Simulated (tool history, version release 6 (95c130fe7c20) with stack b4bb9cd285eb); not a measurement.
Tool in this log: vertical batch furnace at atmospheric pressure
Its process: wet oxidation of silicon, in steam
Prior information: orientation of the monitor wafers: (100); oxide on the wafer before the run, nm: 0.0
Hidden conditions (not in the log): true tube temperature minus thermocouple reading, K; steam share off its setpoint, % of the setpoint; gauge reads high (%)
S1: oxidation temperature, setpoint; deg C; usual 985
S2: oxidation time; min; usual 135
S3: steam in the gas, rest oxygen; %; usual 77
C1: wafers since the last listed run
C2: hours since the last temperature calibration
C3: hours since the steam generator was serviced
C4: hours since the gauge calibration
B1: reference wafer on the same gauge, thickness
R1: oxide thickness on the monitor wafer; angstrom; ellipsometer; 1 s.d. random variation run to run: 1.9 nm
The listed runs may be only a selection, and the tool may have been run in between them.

run   hour   S1     S2  S3   C1      C2      C3     C4      B1      R1
  1      0  985    135  72    0  4234.8  2945.1   49.2  500.04  5714.6
  2   61.3  985    135  72  345  4296.1  3006.4  110.5  498.58  5701.7
  3    126  985    135  77  364  4360.8  3071.1  175.2  497.84  5909.5
  4  170.2  985    135  77  248    4405  3115.3  219.4   497.5  5889.8
  5  226.4  985    135  77  316  4461.2  3171.5  275.6  496.97  5937.2
  6  252.2  985    135  77  145    4487  3197.3  301.4  495.39  5949.9
  7  277.9  997    135  74  144  4512.7    3223  327.1  496.26  6268.5
  8  334.3  997    135  74  317  4569.1  3279.4  383.5  494.93  6233.6
  9  391.3  973    135  77  321  4626.1  3336.4  440.5  493.78  5409.2
 10  431.7  985    135  77  227  4666.5  3376.8  480.9  493.47  5866.1
 11  497.3  985    135  77  369  4732.1  3442.4  546.5  492.45  5916.9
 12  563.8  985    183  77  374  4798.6  3508.9    613  491.12    7151
 13  591.3  985    135  77  154  4826.1  3536.4  640.5  490.52    5835
 14  646.1  985    135  77  308  4880.9  3591.2  695.3  490.09    5875
 15  687.5  992    154  88  233  4922.3  3632.6  736.7  489.52  7302.5
     725.6  -- gauge calibrated
 16  729.8  962    135  68  238  4964.6  3674.9    4.2     502  4639.2
 17  792.3  985    135  77  351  5027.1  3737.4   66.7  501.55  5999.4
 18  853.4  991     74  77  344  5088.2  3798.5  127.8  500.69    4133
     908.3  -- thermocouples replaced and temperature profile calibrated
 19  908.8  985  172.5  71  176     0.5  3853.9  183.2  500.03  6610.4

Predict the results of run 20:
     1018.1  -- steam generator serviced
 20  1116  994  161.5  77  1031  207.7  97.9  390.4   ?   ?

Run 20 came out at B1 496.54, R1 7069.9 angstrom.
Minus the tool's unlogged condition, the same run would have read R1 7145.9 angstrom.

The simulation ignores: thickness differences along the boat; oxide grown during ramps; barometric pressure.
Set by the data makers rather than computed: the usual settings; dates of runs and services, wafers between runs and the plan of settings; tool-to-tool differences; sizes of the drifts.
